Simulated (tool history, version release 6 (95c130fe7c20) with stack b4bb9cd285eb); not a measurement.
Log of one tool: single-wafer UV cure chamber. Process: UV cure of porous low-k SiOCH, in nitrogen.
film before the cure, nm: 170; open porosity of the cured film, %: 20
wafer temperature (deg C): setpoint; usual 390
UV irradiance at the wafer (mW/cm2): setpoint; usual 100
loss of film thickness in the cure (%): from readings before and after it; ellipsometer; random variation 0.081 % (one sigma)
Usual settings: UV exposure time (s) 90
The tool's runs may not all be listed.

run,hour,wafer temperature (deg C),UV exposure time (s),UV irradiance at the wafer (mW/cm2),wafers since the last listed run,hours since the UV bulbs were replaced,wafers since the quartz window was cleaned,loss of film thickness in the cure (%)
1,0,401,90,100,0,483,217,7.923
2,65.5,401,90,100,275,548.5,493,7.876
3,134.1,401,90,100,288,617.1,781,7.911
4,196.1,390,90,100,261,679.1,1042,7.579
5,255.4,390,90,100,249,738.4,1292,7.607
6,324.8,390,90,100,292,807.8,1584,7.69
7,366.4,390,90,100,175,849.4,1760,7.482
8,405.5,390,90,100,164,888.5,1924,7.55
9,456.2,390,90,100,213,939.2,2138,7.433
10,489.8,390,90,100,141,972.8,2279,7.358
11,542.9,390,90,100,223,1025.9,2503,7.365
12,595.4,390,90,100,221,1078.4,2724,7.065
# hour 645.7: quartz window cleaned
13,652.5,390,90,100,206,1135.5,28,7.509
14,718.6,390,55,100,278,1201.6,307,5.585
15,767.4,390,55,100,205,1250.4,512,5.512
16,921.5,390,55,116,648,1404.5,1161,6.046
17,982.8,390,55,100,258,1465.8,1419,5.463
18,1021.4,397,120,100,162,1504.4,1581,8.372
19,1054.4,407,50,84,138,1537.4,1720,4.62
20,1095.9,382,45,85,174,1578.9,1895,3.949
21,1161.8,377,90,116,277,1644.8,2173,7.368

Run 22 comes next. What will it give?
22,1299.3,390,90,100,578,1782.3,2752,?

loss of film thickness in the cure (%): 6.847
Without the tool's hidden state the same run would have given loss of film thickness in the cure (%) 7.914.

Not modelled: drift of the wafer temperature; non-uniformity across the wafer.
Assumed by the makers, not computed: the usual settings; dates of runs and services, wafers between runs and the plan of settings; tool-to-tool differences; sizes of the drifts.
